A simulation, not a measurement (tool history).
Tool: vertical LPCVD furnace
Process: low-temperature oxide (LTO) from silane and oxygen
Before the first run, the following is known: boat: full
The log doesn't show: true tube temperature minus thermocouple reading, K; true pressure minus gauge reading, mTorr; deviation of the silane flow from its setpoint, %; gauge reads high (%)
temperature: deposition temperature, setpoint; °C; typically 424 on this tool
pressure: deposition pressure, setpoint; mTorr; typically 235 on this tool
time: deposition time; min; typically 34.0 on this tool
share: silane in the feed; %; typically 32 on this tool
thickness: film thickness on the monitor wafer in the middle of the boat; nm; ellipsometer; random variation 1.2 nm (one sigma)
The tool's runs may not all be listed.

run	hour	temperature	pressure	time	share	wafers since the last listed run	hours since the last temperature calibration	hours since the pressure gauge was zeroed	hours since the silane flow controller was replaced	hours since the gauge calibration	read-back reference wafer on the same gauge, thickness	thickness
1	0.0	424	235	34.0	28	0	2246.6	1782.3	3192.0	2832.9	295.42	294.32
2	63.3	429	235	34.0	32	895	2309.9	1845.6	3255.3	2896.2	294.94	372.85
3	263.7	429	235	34.0	32	2833	2510.3	2046.0	3455.7	3096.6	294.82	374.30
# hour 321.9: pressure gauge zeroed
4	322.9	424	235	34.0	32	497	2569.5	1.0	3514.9	3155.8	294.98	363.69
5	381.7	432	235	34.0	32	831	2628.3	59.8	3573.7	3214.6	294.75	397.71
6	447.8	432	235	34.0	32	934	2694.4	125.9	3639.8	3280.7	294.93	396.55
7	511.0	432	235	34.0	32	893	2757.6	189.1	3703.0	3343.9	294.70	397.04
8	551.2	424	220	34.0	32	568	2797.8	229.3	3743.2	3384.1	295.17	343.60
# hour 592.4: gauge calibrated
9	603.7	424	220	34.0	32	742	2850.3	281.8	3795.7	11.3	294.92	343.12
10	639.3	424	220	34.0	32	503	2885.9	317.4	3831.3	46.9	294.83	346.83
11	667.8	424	235	34.0	32	403	2914.4	345.9	3859.8	75.4	295.05	367.33
12	726.4	419	235	20.5	27	828	2973.0	404.5	3918.4	134.0	295.07	164.86
# hour 759.8: pressure gauge zeroed, repeated, since the last time left the tool worse
# hour 889.9: thermocouples replaced and temperature profile calibrated
13	890.4	424	235	34.0	32	1640	0.5	130.6	4082.4	298.0	294.87	346.69
14	944.4	415	275	34.0	32	763	54.5	184.6	4136.4	352.0	294.65	369.43
15	980.7	429	185	27.0	27	513	90.8	220.9	4172.7	388.3	294.85	180.48
16	1025.7	424	235	34.0	32	636	135.8	265.9	4217.7	433.3	295.02	346.97
17	1065.3	420	180	22.0	29	559	175.4	305.5	4257.3	472.9	294.84	144.86
18	1134.9	435	200	21.0	35	984	245.0	375.1	4326.9	542.5	294.64	232.01

What does the tool deliver on the next run?
# hour 1230.7: silane flow controller replaced
19	1231.2	424	235	34.0	32	1022	341.3	471.4	0.5	638.8	?	?

For run 19 the tool returned read-back reference wafer on the same gauge, thickness 294.83, thickness 350.54 nm.
With no hidden state in the tool, this same run would have given thickness 345.41 nm.

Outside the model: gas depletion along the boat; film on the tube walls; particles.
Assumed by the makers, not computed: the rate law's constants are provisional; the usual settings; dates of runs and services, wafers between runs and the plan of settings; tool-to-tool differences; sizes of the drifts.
